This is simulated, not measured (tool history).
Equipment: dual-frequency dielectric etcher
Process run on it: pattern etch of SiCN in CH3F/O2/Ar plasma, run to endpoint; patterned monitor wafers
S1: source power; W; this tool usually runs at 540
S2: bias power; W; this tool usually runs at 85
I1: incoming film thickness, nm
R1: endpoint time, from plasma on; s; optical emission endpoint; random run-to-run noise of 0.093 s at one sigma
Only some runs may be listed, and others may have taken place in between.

{"run": 1, "hour": 0.0, "S1": 540, "S2": 85, "I1": 6.4, "R1": 12.1}
{"run": 2, "hour": 35.5, "S1": 540, "S2": 78, "I1": 6.41, "R1": 12.6}
{"run": 3, "hour": 66.1, "S1": 540, "S2": 92, "I1": 6.36, "R1": 11.9}
{"run": 4, "hour": 86.6, "S1": 540, "S2": 92, "I1": 6.41, "R1": 11.9}
{"run": 5, "hour": 110.9, "S1": 540, "S2": 92, "I1": 6.32, "R1": 11.8}
{"run": 6, "hour": 145.7, "S1": 540, "S2": 75, "I1": 6.37, "R1": 12.2}
{"hour": 157.3, "done": "source power generator calibrated"}
{"run": 7, "hour": 168.2, "S1": 540, "S2": 75, "I1": 6.32, "R1": 12.1}
{"run": 8, "hour": 188.8, "S1": 540, "S2": 75, "I1": 6.34, "R1": 12.1}
{"hour": 225.8, "done": "wet clean of the chamber"}
{"run": 9, "hour": 226.3, "S1": 540, "S2": 69, "I1": 6.44, "R1": 12.2}
{"run": 10, "hour": 245.8, "S1": 460, "S2": 70, "I1": 6.36, "R1": 12.5}
{"hour": 289.8, "done": "wet clean of the chamber, repeated, since the last time left the tool worse"}
{"hour": 312.1, "done": "upper electrode replaced"}
{"run": 11, "hour": 312.6, "S1": 460, "S2": 85, "I1": 6.35, "R1": 12.7}
{"run": 12, "hour": 334.1, "S1": 640, "S2": 93, "I1": 6.43, "R1": 11.6}
{"hour": 341.7, "done": "bias power generator calibrated"}
{"run": 13, "hour": 350.3, "S1": 540, "S2": 93, "I1": 6.37, "R1": 12.1}
{"run": 14, "hour": 369.7, "S1": 440, "S2": 100, "I1": 6.46, "R1": 12.6}
{"run": 15, "hour": 386.0, "S1": 640, "S2": 93, "I1": 6.35, "R1": 11.4}
{"run": 16, "hour": 419.9, "S1": 540, "S2": 85, "I1": 6.35, "R1": 12.2}
{"run": 17, "hour": 434.1, "S1": 430, "S2": 68, "I1": 6.34, "R1": 13.3}
{"run": 18, "hour": 461.3, "S1": 540, "S2": 77, "I1": 6.43, "R1": 12.4}
{"run": 19, "hour": 487.8, "S1": 540, "S2": 92, "I1": 6.41, "R1": 11.9}

Branching from run 19: 5 alternative next runs. What would each branch give?
{"run": "A", "hour": 488.2, "S1": 540, "S2": 80, "I1": 6.43, "R1": "?"}
{"run": "B", "hour": 488.2, "S1": 410, "S2": 85, "I1": 6.43, "R1": "?"}
{"run": "C", "hour": 488.2, "S1": 470, "S2": 104, "I1": 6.43, "R1": "?"}
{"run": "D", "hour": 488.2, "S1": 650, "S2": 69, "I1": 6.43, "R1": "?"}
{"run": "E", "hour": 488.2, "S1": 430, "S2": 74, "I1": 6.43, "R1": "?"}

run=A R1=12.3
run=B R1=13.1
run=C R1=12.1
run=D R1=12.1
run=E R1=13.3
Without the tool's hidden state the same runs would have given:
run=A R1=12.6
run=B R1=13.4
run=C R1=12.3
run=D R1=12.3
run=E R1=13.6
